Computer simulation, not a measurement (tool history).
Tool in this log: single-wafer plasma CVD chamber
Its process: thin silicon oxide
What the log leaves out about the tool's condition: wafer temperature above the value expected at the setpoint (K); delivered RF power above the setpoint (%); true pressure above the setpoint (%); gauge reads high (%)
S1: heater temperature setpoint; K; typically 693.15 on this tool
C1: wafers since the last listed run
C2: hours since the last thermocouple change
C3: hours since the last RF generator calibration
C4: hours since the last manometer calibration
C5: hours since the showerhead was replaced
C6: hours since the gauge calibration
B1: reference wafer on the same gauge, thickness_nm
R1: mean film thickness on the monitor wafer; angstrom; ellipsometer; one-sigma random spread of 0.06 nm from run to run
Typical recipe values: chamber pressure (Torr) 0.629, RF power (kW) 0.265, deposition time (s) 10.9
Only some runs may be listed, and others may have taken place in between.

Run 1, hour 0: usual settings but deposition time (s) 12.2; C1 0; C2 1604; C3 1405.7; C4 2161.1; C5 3239.8; C6 191.5; B1 13.031. Result: R1 157.68 angstrom.
Run 2, hour 17.7: usual settings; C1 739; C2 1621.7; C3 1423.4; C4 2178.8; C5 3257.5; C6 209.2; B1 12.999. Result: R1 141.89 angstrom.
Run 3, hour 30.1: usual settings; C1 518; C2 1634.1; C3 1435.8; C4 2191.2; C5 3269.9; C6 221.6; B1 12.993. Result: R1 142.75 angstrom.
Run 4, hour 42: usual settings; C1 497; C2 1646; C3 1447.7; C4 2203.1; C5 3281.8; C6 233.5; B1 13.011. Result: R1 140.98 angstrom.
Run 5, hour 50.8: usual settings; C1 367; C2 1654.8; C3 1456.5; C4 2211.9; C5 3290.6; C6 242.3; B1 13.006. Result: R1 140.57 angstrom.
Run 6, hour 67.3: usual settings but deposition time (s) 12; C1 689; C2 1671.3; C3 1473; C4 2228.4; C5 3307.1; C6 258.8; B1 12.999. Result: R1 155.12 angstrom.
Run 7, hour 73.4: usual settings but deposition time (s) 12; C1 254; C2 1677.4; C3 1479.1; C4 2234.5; C5 3313.2; C6 264.9; B1 13.015. Result: R1 155.51 angstrom.
Run 8, hour 87.7: usual settings but deposition time (s) 9.6; C1 597; C2 1691.7; C3 1493.4; C4 2248.8; C5 3327.5; C6 279.2; B1 12.983. Result: R1 124.35 angstrom.
Run 9, hour 97.3: usual settings but deposition time (s) 9.6; C1 401; C2 1701.3; C3 1503; C4 2258.4; C5 3337.1; C6 288.8; B1 13.01. Result: R1 124.93 angstrom.
Run 10, hour 110.6: usual settings but S1 685.15 K, deposition time (s) 10.4; C1 555; C2 1714.6; C3 1516.3; C4 2271.7; C5 3350.4; C6 302.1; B1 13.004. Result: R1 135.87 angstrom.
Run 11, hour 121.4: usual settings but chamber pressure (Torr) 0.673, deposition time (s) 9.2; C1 451; C2 1725.4; C3 1527.1; C4 2282.5; C5 3361.2; C6 312.9; B1 13.011. Result: R1 127.84 angstrom.
At hour 133.7: thermocouple changed; heater temperature recalibrated.
Run 12, hour 134.2: usual settings but chamber pressure (Torr) 0.673, deposition time (s) 9.2; C1 200; C2 0.5; C3 1539.9; C4 2295.3; C5 3374; C6 325.7; B1 12.983. Result: R1 128.45 angstrom.
At hour 145.6: RF generator calibrated.
Run 13, hour 146.1: usual settings but RF power (kW) 0.245; C1 163; C2 12.4; C3 0.5; C4 2307.2; C5 3385.9; C6 337.6; B1 13.005. Result: R1 138.34 angstrom.
Run 14, hour 160.6: usual settings but RF power (kW) 0.245; C1 606; C2 26.9; C3 15; C4 2321.7; C5 3400.4; C6 352.1; B1 13.022. Result: R1 138.08 angstrom.
Run 15, hour 171.8: usual settings but S1 687.15 K, chamber pressure (Torr) 0.536, RF power (kW) 0.315, deposition time (s) 12.1; C1 468; C2 38.1; C3 26.2; C4 2332.9; C5 3411.6; C6 363.3; B1 13.012. Result: R1 142.89 angstrom.
Run 16, hour 188.6: usual settings; C1 702; C2 54.9; C3 43; C4 2349.7; C5 3428.4; C6 380.1; B1 12.99. Result: R1 141.91 angstrom.
Run 17, hour 199.7: usual settings but deposition time (s) 9.9; C1 463; C2 66; C3 54.1; C4 2360.8; C5 3439.5; C6 391.2; B1 12.972. Result: R1 128.13 angstrom.
At hour 200.3: gauge calibrated.
Run 18, hour 213.1: usual settings but S1 700.15 K, RF power (kW) 0.31; C1 560; C2 79.4; C3 67.5; C4 2374.2; C5 3452.9; C6 12.8; B1 12.986. Result: R1 149.16 angstrom.
Run 19, hour 220.4: usual settings but S1 702.15 K, chamber pressure (Torr) 0.582, deposition time (s) 12.7; C1 305; C2 86.7; C3 74.8; C4 2381.5; C5 3460.2; C6 20.1; B1 12.985. Result: R1 152.52 angstrom.
Run 20, hour 235.5: usual settings but S1 684.15 K, chamber pressure (Torr) 0.543; C1 631; C2 101.8; C3 89.9; C4 2396.6; C5 3475.3; C6 35.2; B1 13.002. Result: R1 123.77 angstrom.
Run 21, hour 246.7: usual settings; C1 468; C2 113; C3 101.1; C4 2407.8; C5 3486.5; C6 46.4; B1 12.999. Result: R1 141.87 angstrom.
At hour 266: capacitance manometer re-zeroed and calibrated.
Run 22, hour 266.5: usual settings but S1 687.15 K, RF power (kW) 0.3, deposition time (s) 11.5; C1 493; C2 132.8; C3 120.9; C4 0.5; C5 3506.3; C6 66.2; B1 12.987. Result: R1 156.03 angstrom.
At hour 288.8: showerhead replaced.
Run 23, hour 301: usual settings but S1 700.15 K, RF power (kW) 0.245, deposition time (s) 11.6; C1 1107; C2 167.3; C3 155.4; C4 35; C5 12.2; C6 100.7; B1 13.015. Result: R1 145.28 angstrom.
Run 24, hour 317.9: usual settings but S1 704.15 K, chamber pressure (Torr) 0.764, RF power (kW) 0.235, deposition time (s) 11.9; C1 706; C2 184.2; C3 172.3; C4 51.9; C5 29.1; C6 117.6; B1 13.003. Result: R1 178.05 angstrom.
Run 25, hour 332.3: usual settings but chamber pressure (Torr) 0.514, RF power (kW) 0.295; C1 601; C2 198.6; C3 186.7; C4 66.3; C5 43.5; C6 132; B1 12.992. Result: R1 120.08 angstrom.
Run 26, hour 349: usual settings but chamber pressure (Torr) 0.584, RF power (kW) 0.22; C1 698; C2 215.3; C3 203.4; C4 83; C5 60.2; C6 148.7; B1 13.024. Result: R1 122.35 angstrom.
Run 27, hour 361.5: usual settings but S1 687.15 K, chamber pressure (Torr) 0.536, RF power (kW) 0.315, deposition time (s) 12.1; C1 522; C2 227.8; C3 215.9; C4 95.5; C5 72.7; C6 161.2; B1 13.002. Result: R1 143.45 angstrom.
Run 28, hour 370.7: usual settings but chamber pressure (Torr) 0.718, RF power (kW) 0.225; C1 384; C2 237; C3 225.1; C4 104.7; C5 81.9; C6 170.4; B1 13.006. Result: R1 152.24 angstrom.
Run 29, hour 383.9: usual settings; C1 551; C2 250.2; C3 238.3; C4 117.9; C5 95.1; C6 183.6; B1 13. Result: R1 141.8 angstrom.

Consider 4 possible next runs. They are alternatives, not a sequence: every one starts from the tool as it was left by run 29. What does each give?
Run A, hour 384.3: usual settings; C1 16; C2 250.6; C3 238.7; C4 118.3; C5 95.5; C6 184; B1 ?. Result: R1 ?.
Run B, hour 384.3: usual settings but S1 682.15 K, chamber pressure (Torr) 0.506; C1 16; C2 250.6; C3 238.7; C4 118.3; C5 95.5; C6 184; B1 ?. Result: R1 ?.
Run C, hour 384.3: usual settings but RF power (kW) 0.295; C1 16; C2 250.6; C3 238.7; C4 118.3; C5 95.5; C6 184; B1 ?. Result: R1 ?.
Run D, hour 384.3: usual settings but S1 705.15 K, chamber pressure (Torr) 0.485; C1 16; C2 250.6; C3 238.7; C4 118.3; C5 95.5; C6 184; B1 ?. Result: R1 ?.

run      B1      R1
  A  13.001  141.26
  B  13.001  114.05
  C  13.001  146.98
  D  13.001  107.83
Without the tool's hidden state the same runs would have given:
run      R1
  A  141.26
  B  114.05
  C  146.98
  D  107.83

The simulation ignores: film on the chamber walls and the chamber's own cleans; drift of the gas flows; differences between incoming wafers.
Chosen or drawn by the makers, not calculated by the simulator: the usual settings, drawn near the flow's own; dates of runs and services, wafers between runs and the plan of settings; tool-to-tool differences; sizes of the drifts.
